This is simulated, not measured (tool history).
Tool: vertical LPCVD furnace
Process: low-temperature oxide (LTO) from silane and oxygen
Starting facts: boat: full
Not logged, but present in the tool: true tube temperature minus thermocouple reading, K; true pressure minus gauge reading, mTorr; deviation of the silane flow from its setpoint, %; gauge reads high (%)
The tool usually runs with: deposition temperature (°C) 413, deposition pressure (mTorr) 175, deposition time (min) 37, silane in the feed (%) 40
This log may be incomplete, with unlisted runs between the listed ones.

run	hour	deposition temperature (°C)	deposition pressure (mTorr)	deposition time (min)	silane in the feed (%)	wafers since the last listed run	hours since the last temperature calibration	hours since the pressure gauge was zeroed	hours since the silane flow controller was replaced	hours since the gauge calibration	read-back reference wafer on the same gauge, thickness	film thickness on the monitor wafer in the middle of the boat (Å)
1	0	413	175	37	40	0	2574.8	3219.3	5133.5	177.8	351.08	3382
2	19.4	413	175	37	40	340	2594.2	3238.7	5152.9	197.2	351.03	3386.9
3	54.6	413	175	37	40	617	2629.4	3273.9	5188.1	232.4	351.11	3378.8
4	76.7	413	175	37	43	387	2651.5	3296	5210.2	254.5	350.98	3658.9
5	92.1	413	195	37	40	270	2666.9	3311.4	5225.6	269.9	351.09	3773.6
6	120.4	413	195	37	40	496	2695.2	3339.7	5253.9	298.2	350.95	3777
7	184.9	413	175	37	45	1131	2759.7	3404.2	5318.4	362.7	350.89	3835.9
8	209.6	413	175	37	40	433	2784.4	3428.9	5343.1	387.4	350.98	3389.9
9	239.7	413	175	37	40	528	2814.5	3459	5373.2	417.5	350.97	3393.3
10	272.4	413	175	37	40	573	2847.2	3491.7	5405.9	450.2	351.03	3400.6
# hour 319.1: silane flow controller replaced
11	319.6	413	175	37	40	407	2894.4	3538.9	0.5	497.4	351.03	3382.2
12	338.1	413	175	37	40	324	2912.9	3557.4	19	515.9	350.93	3412.2
13	371.8	413	175	37	40	591	2946.6	3591.1	52.7	549.6	350.9	3391.7
14	401.4	413	175	37	40	519	2976.2	3620.7	82.3	579.2	351.07	3401.9
# hour 436.4: pressure gauge zeroed
15	436.9	409	155	45.5	40	201	3011.7	0.5	117.8	614.7	351.06	3563.7
16	445.3	413	175	29.5	36	147	3020.1	8.9	126.2	623.1	350.91	2393
17	475.5	413	175	37	33	529	3050.3	39.1	156.4	653.3	350.83	2678.7
# hour 490.8: gauge calibrated
18	498.1	413	165	48.5	40	396	3072.9	61.7	179	7.3	351.12	4211.5
# hour 524.1: thermocouples replaced and temperature profile calibrated
19	524.6	416	145	22.5	44	43	0.5	88.2	205.5	33.8	351.02	1877.2
20	575.7	401	175	37	44	896	51.6	139.3	256.6	84.9	350.95	3169.2
21	601	413	205	37	47	443	76.9	164.6	281.9	110.2	351.18	4512.6
22	626.4	423	195	28.5	40	445	102.3	190	307.3	135.6	350.98	3087.8
23	640.9	423	135	31	45	254	116.8	204.5	321.8	150.1	350.98	2631.2
24	671.1	413	175	28.5	40	529	147	234.7	352	180.3	350.98	2506.6
25	692.3	413	175	37	37	371	168.2	255.9	373.2	201.5	351.07	2963.3
26	718.4	413	175	37	40	457	194.3	282	399.3	227.6	351.06	3253.8
27	744.4	413	175	37	40	456	220.3	308	425.3	253.6	351.08	3253.2
28	776.7	413	160	37	46	566	252.6	340.3	457.6	285.9	351.05	3453.3
29	806.8	413	175	37	40	528	282.7	370.4	487.7	316	350.93	3267.7

Below are 5 alternative next runs, each starting from the tool's condition after run 29. Predict each:
A	810.5	413	200	37	40	64	286.4	374.1	491.4	319.7	?	?
B	810.5	413	175	37	34	64	286.4	374.1	491.4	319.7	?	?
C	810.5	413	175	37	47	64	286.4	374.1	491.4	319.7	?	?
D	810.5	402	135	37	40	64	286.4	374.1	491.4	319.7	?	?
E	810.5	413	215	32	36	64	286.4	374.1	491.4	319.7	?	?

run	read-back reference wafer on the same gauge, thickness	film thickness on the monitor wafer in the middle of the boat (Å)
A	351.09	3732
B	351.09	2670.7
C	351.09	3853.5
D	351.09	2240.1
E	351.09	3055.6
Without the tool's unlogged condition, the same runs would have read:
run	film thickness on the monitor wafer in the middle of the boat (Å)
A	3697.6
B	2644.9
C	3819.9
D	2218.5
E	3026.5
